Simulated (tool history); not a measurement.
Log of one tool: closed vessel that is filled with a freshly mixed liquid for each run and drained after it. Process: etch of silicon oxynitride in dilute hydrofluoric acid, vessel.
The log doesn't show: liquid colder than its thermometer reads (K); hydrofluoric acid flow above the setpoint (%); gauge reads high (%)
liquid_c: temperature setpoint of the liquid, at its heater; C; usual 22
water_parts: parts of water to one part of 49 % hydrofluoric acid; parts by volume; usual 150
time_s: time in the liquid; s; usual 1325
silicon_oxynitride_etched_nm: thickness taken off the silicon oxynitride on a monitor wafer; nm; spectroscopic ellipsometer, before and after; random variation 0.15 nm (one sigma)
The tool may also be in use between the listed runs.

run,hour,liquid_c,water_parts,time_s,wafers since the last listed run,hours since the thermometer was replaced,hours since the hydrofluoric acid flow meter was replaced,hours since the gauge calibration,"read-back film thickness of the silicon oxynitride reference wafer, read on the same gauge (nm)",silicon_oxynitride_etched_nm
1,0,22,150,1325,0,2832.7,1303.4,112,60.05,17.37
2,11.1,22,150,1325,673,2843.8,1314.5,123.1,59.99,17.38
3,21.8,22,150,1325,649,2854.5,1325.2,133.8,60,16.98
4,33.7,22,150,1325,722,2866.4,1337.1,145.7,60.01,17.43
5,43.1,22,150,1325,570,2875.8,1346.5,155.1,59.98,17.14
# hour 50.4: gauge calibrated
6,52.4,22,150,1325,564,2885.1,1355.8,2,59.99,16.85
7,63.7,24,185,1325,685,2896.4,1367.1,13.3,60.01,14.98
8,81.5,24,185,1325,1080,2914.2,1384.9,31.1,59.99,14.95
9,96.9,24,185,1325,934,2929.6,1400.3,46.5,59.99,14.93
10,111,22,150,1115,855,2943.7,1414.4,60.6,60.03,14.51
11,122.9,23.5,125,1530,722,2955.6,1426.3,72.5,60.01,26.31
12,133.5,24.5,150,1865,643,2966.2,1436.9,83.1,60.01,27.27
# hour 145.9: thermometer replaced
# hour 150.7: hydrofluoric acid flow meter replaced
13,178.7,22,150,965,2621,32.8,28,128.3,59.96,12.57
14,194.4,22,150,1715,952,48.5,43.7,144,59.97,21.8
15,204.6,22,150,1325,619,58.7,53.9,154.2,60,17.1
# hour 219.8: gauge calibrated
16,220.4,24.5,185,1670,958,74.5,69.7,0.6,59.98,19.33
17,237.7,25,170,1605,1049,91.8,87,17.9,59.99,20.85
18,274.4,22,210,1325,2227,128.5,123.7,54.6,59.99,11.78
19,285.9,22,150,1715,697,140,135.2,66.1,60.02,22.25
20,294.9,22,150,1325,546,149,144.2,75.1,59.99,17.32

Forecast each of these 5 alternatives for the next run:
A,295.9,22,150,1325,60,150,145.2,76.1,?,?
B,295.9,17.5,210,1325,60,150,145.2,76.1,?,?
C,295.9,25,195,1325,60,150,145.2,76.1,?,?
D,295.9,19,110,625,60,150,145.2,76.1,?,?
E,295.9,19.5,150,1605,60,150,145.2,76.1,?,?

run,"read-back film thickness of the silicon oxynitride reference wafer, read on the same gauge (nm)",silicon_oxynitride_etched_nm
A,60.03,17.3
B,60.03,9.61
C,60.03,14.74
D,60.03,9.92
E,60.03,18.62
Without the tool's hidden state the same runs would have given:
run,silicon_oxynitride_etched_nm
A,17.3
B,9.61
C,14.74
D,9.92
E,18.62

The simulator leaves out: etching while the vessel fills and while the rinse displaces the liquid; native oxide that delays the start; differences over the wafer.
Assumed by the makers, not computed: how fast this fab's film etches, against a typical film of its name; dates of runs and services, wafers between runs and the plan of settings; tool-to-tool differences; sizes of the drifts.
